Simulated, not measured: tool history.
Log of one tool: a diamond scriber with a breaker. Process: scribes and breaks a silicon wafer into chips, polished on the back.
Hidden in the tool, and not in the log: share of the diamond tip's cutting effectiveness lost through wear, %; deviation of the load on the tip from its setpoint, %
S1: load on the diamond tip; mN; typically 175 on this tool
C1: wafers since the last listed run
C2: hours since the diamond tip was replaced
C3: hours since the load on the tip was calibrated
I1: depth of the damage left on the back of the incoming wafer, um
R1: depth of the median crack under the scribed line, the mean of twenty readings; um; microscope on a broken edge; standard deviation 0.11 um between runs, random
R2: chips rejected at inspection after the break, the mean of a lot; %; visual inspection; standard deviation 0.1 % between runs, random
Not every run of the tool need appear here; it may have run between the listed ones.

run 1 hour=0 | S1=175 | C1=0 C2=854.7 C3=1593.3 | I1=0.01 | R1=6.85 R2=7.97
run 2 hour=8.6 | S1=175 | C1=12 C2=863.3 C3=1601.9 | I1=0.02 | R1=6.87 R2=8.22
run 3 hour=21.7 | S1=175 | C1=19 C2=876.4 C3=1615 | I1=0.01 | R1=6.82 R2=8.73
run 4 hour=29.7 | S1=175 | C1=11 C2=884.4 C3=1623 | I1=0.03 | R1=6.82 R2=7.53
run 5 hour=74.7 | S1=175 | C1=66 C2=929.4 C3=1668 | I1=0.04 | R1=6.79 R2=7.55
run 6 hour=87.2 | S1=134 | C1=18 C2=941.9 C3=1680.5 | I1=0.02 | R1=6.15 R2=14.39
run 7 hour=99.1 | S1=175 | C1=17 C2=953.8 C3=1692.4 | I1=0.02 | R1=6.77 R2=8.44
run 8 hour=108 | S1=175 | C1=13 C2=962.7 C3=1701.3 | I1=0.04 | R1=6.83 R2=7.9
run 9 hour=117 | S1=175 | C1=13 C2=971.7 C3=1710.3 | I1=0.04 | R1=6.71 R2=7.64
run 10 hour=129.2 | S1=175 | C1=18 C2=983.9 C3=1722.5 | I1=0.04 | R1=6.76 R2=7.59
run 11 hour=146.9 | S1=175 | C1=26 C2=1001.6 C3=1740.2 | I1=0.02 | R1=6.7 R2=8.57
-- hour=152.8 diamond tip replaced by a new one, of another model than before
run 12 hour=155.9 | S1=175 | C1=10 C2=3.1 C3=1749.2 | I1=0.03 | R1=8.3 R2=1.95
run 13 hour=166.1 | S1=140 | C1=15 C2=13.3 C3=1759.4 | I1=0.04 | R1=7.75 R2=2.61
run 14 hour=173.3 | S1=175 | C1=10 C2=20.5 C3=1766.6 | I1=0.04 | R1=8.23 R2=1.8
run 15 hour=181.6 | S1=149 | C1=12 C2=28.8 C3=1774.9 | I1=0.03 | R1=7.77 R2=2.57
run 16 hour=193.4 | S1=175 | C1=17 C2=40.6 C3=1786.7 | I1=0.03 | R1=8.09 R2=2.01
run 17 hour=202.7 | S1=134 | C1=13 C2=49.9 C3=1796 | I1=0.03 | R1=7.65 R2=3.19
-- hour=208.9 load on the tip recalibrated
run 18 hour=211.9 | S1=204 | C1=10 C2=59.1 C3=3 | I1=0.01 | R1=8.27 R2=1.94
run 19 hour=221.2 | S1=148 | C1=13 C2=68.4 C3=12.3 | I1=0.03 | R1=7.74 R2=2.81
run 20 hour=235 | S1=175 | C1=20 C2=82.2 C3=26.1 | I1=0.05 | R1=7.95 R2=2.28
run 21 hour=247.1 | S1=157 | C1=18 C2=94.3 C3=38.2 | I1=0.02 | R1=7.65 R2=2.85
run 22 hour=264.5 | S1=142 | C1=25 C2=111.7 C3=55.6 | I1=0.05 | R1=7.55 R2=3.68
run 23 hour=280.9 | S1=136 | C1=24 C2=128.1 C3=72 | I1=0.02 | R1=7.35 R2=4.88
run 24 hour=291.7 | S1=199 | C1=16 C2=138.9 C3=82.8 | I1=0.03 | R1=8.09 R2=2.18
run 25 hour=332.7 | S1=124 | C1=61 C2=179.9 C3=123.8 | I1=0.01 | R1=7.16 R2=6.11

Pick out some run-to-run changes in R1. Of each, how much would a tool without hidden state show as well, from the settings, what came in and chance, and how much is left for the hidden state and any gauge scatter not in both results compared?
Run 6 -> 7: S1 134 -> 175. R1 +0.62 um: hidden state -0.16, all else +0.78.
Run 11 -> 12: diamond tip replaced by a new one, of another model than before. R1 +1.6 um: hidden state +1.45, all else +0.15.
Run 24 -> 25: S1 199 -> 124. R1 -0.93 um: hidden state -0.05, all else -0.88.
